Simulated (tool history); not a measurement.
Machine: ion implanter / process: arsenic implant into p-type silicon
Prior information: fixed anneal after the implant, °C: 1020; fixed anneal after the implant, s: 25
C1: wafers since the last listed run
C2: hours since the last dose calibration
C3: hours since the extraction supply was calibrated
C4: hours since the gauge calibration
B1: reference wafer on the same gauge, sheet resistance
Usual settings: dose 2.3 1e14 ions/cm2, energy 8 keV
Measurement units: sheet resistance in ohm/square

Run 1, hour 0: usual settings; C1 0; C2 835.3; C3 2243.6; C4 442; B1 462.31. Result: sheet resistance 408.55 ohm/square.
Run 2, hour 94.4: usual settings but dose 2.68 1e14 ions/cm2; C1 2082; C2 929.7; C3 2338; C4 536.4; B1 462.15. Result: sheet resistance 363.16 ohm/square.
Run 3, hour 191.9: usual settings but dose 2.68 1e14 ions/cm2; C1 2150; C2 1027.2; C3 2435.5; C4 633.9; B1 462. Result: sheet resistance 362.54 ohm/square.
Run 4, hour 273.5: usual settings but dose 2.68 1e14 ions/cm2; C1 1800; C2 1108.8; C3 2517.1; C4 715.5; B1 462.18. Result: sheet resistance 363.64 ohm/square.
Run 5, hour 374.4: usual settings; C1 2226; C2 1209.7; C3 2618; C4 816.4; B1 461.62. Result: sheet resistance 410.96 ohm/square.
Run 6, hour 448.5: usual settings; C1 1634; C2 1283.8; C3 2692.1; C4 890.5; B1 461.76. Result: sheet resistance 411.67 ohm/square.
Run 7, hour 508.3: usual settings; C1 1319; C2 1343.6; C3 2751.9; C4 950.3; B1 461.98. Result: sheet resistance 410.06 ohm/square.
Run 8, hour 596.6: usual settings but dose 2.55 1e14 ions/cm2, energy 7 keV; C1 1948; C2 1431.9; C3 2840.2; C4 1038.6; B1 461.78. Result: sheet resistance 381.64 ohm/square.
At hour 624.7: Faraday cup replaced and dose calibrated.
Run 9, hour 701.4: usual settings but dose 2.55 1e14 ions/cm2, energy 7 keV; C1 2135; C2 76.7; C3 2945; C4 1143.4; B1 462.57. Result: sheet resistance 378.57 ohm/square.
Run 10, hour 805.2: usual settings; C1 2289; C2 180.5; C3 3048.8; C4 1247.2; B1 462.14. Result: sheet resistance 405.1 ohm/square.
Run 11, hour 889.5: usual settings; C1 1859; C2 264.8; C3 3133.1; C4 1331.5; B1 461.77. Result: sheet resistance 407.03 ohm/square.
At hour 1088.4: extraction supply calibrated.
At hour 1112.1: gauge calibrated.
Run 12, hour 1148.2: usual settings; C1 5530; C2 523.5; C3 59.8; C4 36.1; B1 461.87. Result: sheet resistance 407.57 ohm/square.
Run 13, hour 1198.4: usual settings but dose 2.49 1e14 ions/cm2, energy 9 keV; C1 1107; C2 573.7; C3 110; C4 86.3; B1 461.74. Result: sheet resistance 377.94 ohm/square.
Run 14, hour 1245.2: usual settings but dose 1.93 1e14 ions/cm2; C1 1032; C2 620.5; C3 156.8; C4 133.1; B1 462.25. Result: sheet resistance 469.29 ohm/square.
Run 15, hour 1293.2: usual settings; C1 1058; C2 668.5; C3 204.8; C4 181.1; B1 461.95. Result: sheet resistance 405.81 ohm/square.
Run 16, hour 1383.9: usual settings but energy 8.5 keV; C1 2000; C2 759.2; C3 295.5; C4 271.8; B1 461.7. Result: sheet resistance 405.66 ohm/square.
Run 17, hour 1483.6: usual settings but energy 8.5 keV; C1 2199; C2 858.9; C3 395.2; C4 371.5; B1 462.02. Result: sheet resistance 406.87 ohm/square.
Run 18, hour 1546.4: usual settings but energy 8.5 keV; C1 1385; C2 921.7; C3 458; C4 434.3; B1 462.23. Result: sheet resistance 410.07 ohm/square.
Run 19, hour 1593.8: usual settings but dose 2.83 1e14 ions/cm2, energy 10 keV; C1 1045; C2 969.1; C3 505.4; C4 481.7; B1 461.82. Result: sheet resistance 341.33 ohm/square.
Run 20, hour 1791.7: usual settings; C1 4365; C2 1167; C3 703.3; C4 679.6; B1 462.29. Result: sheet resistance 410.5 ohm/square.
Run 21, hour 1895.7: usual settings but dose 2.09 1e14 ions/cm2, energy 6 keV; C1 2294; C2 1271; C3 807.3; C4 783.6; B1 461.56. Result: sheet resistance 451.54 ohm/square.
Run 22, hour 1989.5: usual settings but dose 1.61 1e14 ions/cm2; C1 2069; C2 1364.8; C3 901.1; C4 877.4; B1 462.12. Result: sheet resistance 544.94 ohm/square.

Estimate the outcome of run 23 from the log above:
Run 23, hour 2087.7: usual settings; C1 2166; C2 1463; C3 999.3; C4 975.6; B1 ?. Result: sheet resistance ?.

{"run 23": {"B1": 462.08, "sheet resistance": 412.56}}
With no hidden state in the tool, this same run would have given sheet resistance 405.17 ohm/square.

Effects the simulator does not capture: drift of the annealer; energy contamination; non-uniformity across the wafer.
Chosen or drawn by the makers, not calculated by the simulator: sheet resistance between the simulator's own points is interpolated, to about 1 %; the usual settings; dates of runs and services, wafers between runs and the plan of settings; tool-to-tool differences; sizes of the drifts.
